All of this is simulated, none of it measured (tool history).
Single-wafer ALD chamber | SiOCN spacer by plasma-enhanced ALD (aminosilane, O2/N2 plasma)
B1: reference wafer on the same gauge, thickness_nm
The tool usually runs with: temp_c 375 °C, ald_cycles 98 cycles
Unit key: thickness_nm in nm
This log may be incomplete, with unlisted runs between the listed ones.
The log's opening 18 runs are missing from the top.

Run 19, day 41.754: usual settings; B1 4.537. Result: thickness_nm 5.494 nm.
Run 20, day 43.125: usual settings but temp_c 362 °C, ald_cycles 89 cycles; B1 4.539. Result: thickness_nm 4.985 nm.
Run 21, day 44.396: usual settings but temp_c 366 °C; B1 4.542. Result: thickness_nm 5.505 nm.
Run 22, day 45.783: usual settings but temp_c 388 °C, ald_cycles 80 cycles; B1 4.544. Result: thickness_nm 4.506 nm.
Run 23, day 47.083: usual settings but ald_cycles 104 cycles; B1 4.542. Result: thickness_nm 5.844 nm.
Run 24, day 48.879: usual settings but temp_c 364 °C, ald_cycles 81 cycles; B1 4.548. Result: thickness_nm 4.543 nm.
Run 25, day 51.488: usual settings but temp_c 365 °C; B1 4.551. Result: thickness_nm 5.496 nm.
Run 26, day 53.408: usual settings but ald_cycles 84 cycles; B1 4.556. Result: thickness_nm 4.739 nm.
Run 27, day 55.862: usual settings but temp_c 378 °C; B1 4.56. Result: thickness_nm 5.531 nm.
Run 28, day 57.758: usual settings; B1 4.561. Result: thickness_nm 5.527 nm.
Run 29, day 59.154: usual settings but temp_c 361 °C; B1 4.564. Result: thickness_nm 5.525 nm.
Run 30, day 60.304: usual settings but temp_c 368 °C, ald_cycles 117 cycles; B1 4.564. Result: thickness_nm 6.578 nm.
Run 31, day 61.471: usual settings; B1 4.566. Result: thickness_nm 5.538 nm.
Run 32, day 62.975: usual settings but temp_c 385 °C, ald_cycles 109 cycles; B1 4.567. Result: thickness_nm 6.157 nm.
Run 33, day 64.267: usual settings but temp_c 362 °C, ald_cycles 84 cycles; B1 4.569. Result: thickness_nm 4.741 nm.
Run 34, day 65.329: usual settings but temp_c 380 °C; B1 4.572. Result: thickness_nm 5.531 nm.
Run 35, day 66.867: usual settings but temp_c 384 °C, ald_cycles 87 cycles; B1 4.575. Result: thickness_nm 4.93 nm.
Run 36, day 68.646: usual settings; B1 4.578. Result: thickness_nm 5.56 nm.
Run 37, day 71.425: usual settings but temp_c 364 °C, ald_cycles 103 cycles; B1 4.582. Result: thickness_nm 5.834 nm.
Run 38, day 73.233: usual settings but temp_c 383 °C, ald_cycles 113 cycles; B1 4.589. Result: thickness_nm 6.417 nm.

Predict each of these 3 candidate next runs independently; none follows another, all start after run 38:
Run A, day 73.258: usual settings but ald_cycles 80 cycles; B1 ?. Result: thickness_nm ?.
Run B, day 73.258: usual settings but temp_c 388 °C; B1 ?. Result: thickness_nm ?.
Run C, day 73.258: usual settings but temp_c 386 °C, ald_cycles 82 cycles; B1 ?. Result: thickness_nm ?.

run     B1  thickness_nm
  A  4.584         4.539
  B  4.584          5.56
  C  4.584         4.652
The same runs, with their run-to-run variation unchanged, on a tool lacking any hidden condition would have given:
run  thickness_nm
  A         4.466
  B          5.47
  C         4.577
